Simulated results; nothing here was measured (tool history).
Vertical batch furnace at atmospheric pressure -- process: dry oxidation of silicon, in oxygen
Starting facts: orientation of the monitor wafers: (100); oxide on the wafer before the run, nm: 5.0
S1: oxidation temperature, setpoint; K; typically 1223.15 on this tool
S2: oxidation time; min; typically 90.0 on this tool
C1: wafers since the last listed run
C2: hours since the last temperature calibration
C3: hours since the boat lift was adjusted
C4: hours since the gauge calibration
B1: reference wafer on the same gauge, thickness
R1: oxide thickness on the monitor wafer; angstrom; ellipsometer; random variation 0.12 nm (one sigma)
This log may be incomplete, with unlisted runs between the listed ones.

run,hour,S1,S2,C1,C2,C3,C4,B1,R1
1,0.0,1223.15,90.0,0,1866.3,4810.6,654.7,38.00,375.3
2,74.0,1223.15,90.0,624,1940.3,4884.6,728.7,38.00,376.5
3,98.3,1223.15,90.0,204,1964.6,4908.9,753.0,38.00,374.8
4,131.7,1241.15,90.0,281,1998.0,4942.3,786.4,38.02,435.2
5,150.4,1241.15,90.0,157,2016.7,4961.0,805.1,38.03,434.7
6,226.9,1212.15,66.0,645,2093.2,5037.5,881.6,37.95,278.9
7,256.5,1212.15,66.0,249,2122.8,5067.1,911.2,37.99,276.9
8,277.9,1223.15,90.0,180,2144.2,5088.5,932.6,38.00,378.9
# hour 290.6: gauge calibrated
9,291.6,1223.15,90.0,115,2157.9,5102.2,1.0,38.02,381.1
10,313.7,1223.15,90.0,186,2180.0,5124.3,23.1,38.00,378.6
# hour 397.7: thermocouples replaced and temperature profile calibrated
11,403.6,1215.15,123.5,555,5.9,5214.2,113.0,38.00,417.4
12,437.3,1223.15,90.0,284,39.6,5247.9,146.7,38.03,360.3
# hour 466.0: boat lift adjusted
13,525.1,1235.15,90.0,538,127.4,59.1,234.5,37.97,402.2
14,556.1,1223.15,90.0,261,158.4,90.1,265.5,38.01,362.6
15,584.0,1223.15,90.0,235,186.3,118.0,293.4,37.98,361.9
16,600.0,1236.15,90.0,134,202.3,134.0,309.4,38.02,406.2
17,635.4,1212.15,66.0,298,237.7,169.4,344.8,38.02,266.1
18,653.1,1223.15,90.0,149,255.4,187.1,362.5,37.99,364.8
19,677.8,1223.15,90.0,208,280.1,211.8,387.2,38.03,361.4
20,711.6,1238.15,73.5,285,313.9,245.6,421.0,38.00,359.9
21,734.4,1245.15,52.0,192,336.7,268.4,443.8,37.98,306.1
22,752.9,1241.15,108.5,156,355.2,286.9,462.3,38.01,476.0
23,782.5,1243.15,64.5,249,384.8,316.5,491.9,38.01,342.5
24,797.1,1232.15,127.0,123,399.4,331.1,506.5,38.00,496.5
25,822.8,1223.15,90.0,216,425.1,356.8,532.2,38.00,360.6
26,843.6,1223.15,90.0,175,445.9,377.6,553.0,38.01,364.2
27,859.0,1244.15,121.5,129,461.3,393.0,568.4,38.00,529.2
28,886.9,1223.15,61.0,235,489.2,420.9,596.3,38.03,281.6

3 options for the next run, each taken on its own from the tool as it stands now. Forecast them:
A,892.3,1223.15,90.0,45,494.6,426.3,601.7,?,?
B,892.3,1246.15,125.5,45,494.6,426.3,601.7,?,?
C,892.3,1223.15,65.5,45,494.6,426.3,601.7,?,?

run,B1,R1
A,38.00,361.2
B,38.00,547.7
C,38.00,293.7
Take away the tool's hidden state, keep each run's random variation, and the runs would have read:
run,R1
A,359.0
B,545.1
C,291.9

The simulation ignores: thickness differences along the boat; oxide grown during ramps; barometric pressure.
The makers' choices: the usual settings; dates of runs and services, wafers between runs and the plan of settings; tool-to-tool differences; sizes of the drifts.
